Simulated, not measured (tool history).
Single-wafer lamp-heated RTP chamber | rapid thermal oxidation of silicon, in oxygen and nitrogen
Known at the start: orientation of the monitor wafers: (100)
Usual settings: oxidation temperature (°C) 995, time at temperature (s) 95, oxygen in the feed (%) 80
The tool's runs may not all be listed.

run	hour	oxidation temperature (°C)	time at temperature (s)	oxygen in the feed (%)	read-back reference wafer on the same gauge, thickness	oxide thickness on the monitor wafer (Å)
1	0	995	95	80	4.992	58.02
2	30.4	995	95	80	4.993	57.73
3	56.4	1015	95	80	4.994	67.04
4	72.3	1015	95	80	4.985	67.12
5	90.6	995	95	94	4.989	61.29
6	109.9	995	95	94	4.989	61.27
7	136.8	995	95	94	4.989	61.37
8	166.9	995	95	80	4.988	58.08
9	187.8	995	95	80	4.99	58.1
10	213.8	995	95	80	4.988	57.96
11	241.4	995	95	80	4.987	57.92
# hour 327.3: pyrometer window cleaned and pyrometer calibrated
12	327.8	995	95	80	4.988	57.87
13	343.1	995	95	80	4.991	57.93
14	367.8	978	128	60	4.988	52.77
15	393	985	108	96	4.984	60.69
# hour 395.5: gauge calibrated
16	407.1	1016	70	55	4.989	51.67
17	441.2	995	95	98	4.99	62.48
# hour 453.6: oxygen flow controller replaced
18	476.2	995	95	94	4.987	61.47
19	504	1020	124	80	4.989	78.94
20	528.8	1020	124	80	4.988	78.29
21	550.6	972	141	57	4.994	51.77
22	573.2	976	95	80	4.992	50.17
23	601.6	995	95	80	4.989	57.69
24	624.1	995	131	80	4.987	66.94

Forecast run 25:
25	659.7	995	95	80	?	?

Run 25 gave read-back reference wafer on the same gauge, thickness 4.987, oxide thickness on the monitor wafer (Å) 58.11.
Without the tool's hidden state the same run would have given oxide thickness on the monitor wafer (Å) 58.11.
